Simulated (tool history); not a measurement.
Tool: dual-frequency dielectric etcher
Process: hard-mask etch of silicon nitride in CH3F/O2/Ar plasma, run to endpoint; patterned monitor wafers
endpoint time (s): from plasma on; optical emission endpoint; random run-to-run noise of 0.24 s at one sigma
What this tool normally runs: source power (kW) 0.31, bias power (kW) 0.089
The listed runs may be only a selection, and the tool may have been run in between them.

run	day	source power (kW)	bias power (kW)	wafers since the last listed run	hours since the last wet clean	hours since the last source power generator calibration	hours since the last bias power generator calibration	hours since the last upper electrode change	incoming incoming film thickness, nm	endpoint time (s)
1	0	0.31	0.089	0	528	1533	3484.9	4959.5	37.22	57.8
2	0.658	0.31	0.089	184	543.8	1548.8	3500.7	4975.3	37.33	58.1
3	1.375	0.31	0.089	201	561	1566	3517.9	4992.5	37.57	58.6
4	2.012	0.31	0.089	179	576.3	1581.3	3533.2	5007.8	37.7	59
5	3.7	0.31	0.089	473	616.8	1621.8	3573.7	5048.3	36.99	57.9
# day 4.767: upper electrode replaced
# day 5.162: wet clean of the chamber
6	5.183	0.31	0.081	24	0.5	1657.4	3609.3	10	37.63	58.6
7	5.196	0.31	0.089	3	0.8	1657.7	3609.6	10.3	37.26	56.1
8	5.212	0.31	0.089	4	1.2	1658.1	3610	10.7	37.28	55.6
9	5.412	0.23	0.102	56	6	1662.9	3614.8	15.5	37.43	59.1
# day 5.792: bias power generator calibrated
10	5.812	0.31	0.089	65	15.6	1672.5	0.5	25.1	37.49	56.8
11	6.296	0.31	0.089	135	27.2	1684.1	12.1	36.7	37.08	55.9
12	6.796	0.31	0.089	140	39.2	1696.1	24.1	48.7	37.29	55.8
# day 7.321: source power generator calibrated
13	8.358	0.24	0.076	392	76.7	24.9	61.6	86.2	36.76	66.4
14	8.971	0.29	0.069	172	91.4	39.6	76.3	100.9	37.16	64.9
15	10.062	0.29	0.089	306	117.6	65.8	102.5	127.1	37.07	57.7
16	10.379	0.31	0.104	88	125.2	73.4	110.1	134.7	37.47	52.4

A few steps of endpoint time (s) between consecutive runs. Split each: what settings, incoming material and random variation would produce without the hidden state, and what is left over for the hidden state, along with gauge scatter present in only one of the two compared results (measured, and without hidden state):
The hidden state here: etch rate over this chamber's usual, %; source power that arrives over what is set, %; bias power that arrives over what is set, %.
Run 5 -> 6: bias power (kW) 0.089 -> 0.081, upper electrode replaced, wet clean of the chamber. endpoint time (s) +0.7: hidden state -2.6, all else +3.3.
Run 12 -> 13: source power (kW) 0.31 -> 0.24, bias power (kW) 0.089 -> 0.076, source power generator calibrated. endpoint time (s) +10.6: hidden state +0.3, all else +10.3.
